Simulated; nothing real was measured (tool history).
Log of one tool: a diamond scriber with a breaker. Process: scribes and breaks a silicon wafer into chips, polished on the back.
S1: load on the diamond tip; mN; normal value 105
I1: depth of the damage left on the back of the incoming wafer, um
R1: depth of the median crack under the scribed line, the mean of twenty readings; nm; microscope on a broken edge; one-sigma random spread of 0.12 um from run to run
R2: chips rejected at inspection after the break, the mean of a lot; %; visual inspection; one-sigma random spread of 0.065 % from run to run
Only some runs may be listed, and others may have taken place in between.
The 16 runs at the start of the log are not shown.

Run 17, hour 294.6: usual settings but S1 81 mN; I1 0.04. Result: R1 8680 nm, R2 25.37 %.
Run 18, hour 303.1: usual settings but S1 135 mN; I1 0.01. Result: R1 12390 nm, R2 1.11 %.
Run 19, hour 310.2: usual settings but S1 126 mN; I1 0.04. Result: R1 11730 nm, R2 1.95 %.
Run 20, hour 322.6: usual settings; I1 0.03. Result: R1 10540 nm, R2 7.64 %.
At hour 333.5: diamond tip replaced by a new one.
Run 21, hour 334: usual settings but S1 92 mN; I1 0.04. Result: R1 11650 nm, R2 2.47 %.
Run 22, hour 341.3: usual settings but S1 95 mN; I1 0.02. Result: R1 11910 nm, R2 2.01 %.
Run 23, hour 354.9: usual settings but S1 90 mN; I1 0.03. Result: R1 11400 nm, R2 3.63 %.
Run 24, hour 368.9: usual settings but S1 89 mN; I1 0.02. Result: R1 11100 nm, R2 3.58 %.
Run 25, hour 378.5: usual settings but S1 78 mN; I1 0.02. Result: R1 10170 nm, R2 10.45 %.
Run 26, hour 396: usual settings but S1 131 mN; I1 0.04. Result: R1 14590 nm, R2 4.19 %.
Run 27, hour 406.2: usual settings but S1 133 mN; I1 0.04. Result: R1 14550 nm, R2 5.53 %.
Run 28, hour 415.4: usual settings but S1 93 mN; I1 0.02. Result: R1 11280 nm, R2 3.83 %.
Run 29, hour 430.8: usual settings but S1 81 mN; I1 0.02. Result: R1 10200 nm, R2 10.92 %.
Run 30, hour 444.4: usual settings; I1 0.04. Result: R1 12070 nm, R2 1.41 %.
Run 31, hour 456.7: usual settings but S1 115 mN; I1 0.01. Result: R1 12870 nm, R2 1.32 %.
Run 32, hour 469.9: usual settings but S1 73 mN; I1 0.04. Result: R1 9220 nm, R2 16.83 %.
Run 33, hour 477.8: usual settings; I1 0.02. Result: R1 12030 nm, R2 1.69 %.
Run 34, hour 487.4: usual settings but S1 91 mN; I1 0.02. Result: R1 10780 nm, R2 5.56 %.

Run 35, settings as shown, results not yet in. Your forecast:
Run 35, hour 496.8: usual settings but S1 82 mN; I1 0.04. Result: R1 ?, R2 ?.

Run 35 came out at R1 9950 nm, R2 12.04 %.
Take away the tool's hidden state, keep the run-to-run variation as it was, and the same run would have given R1 10510 nm, R2 7.66 %.
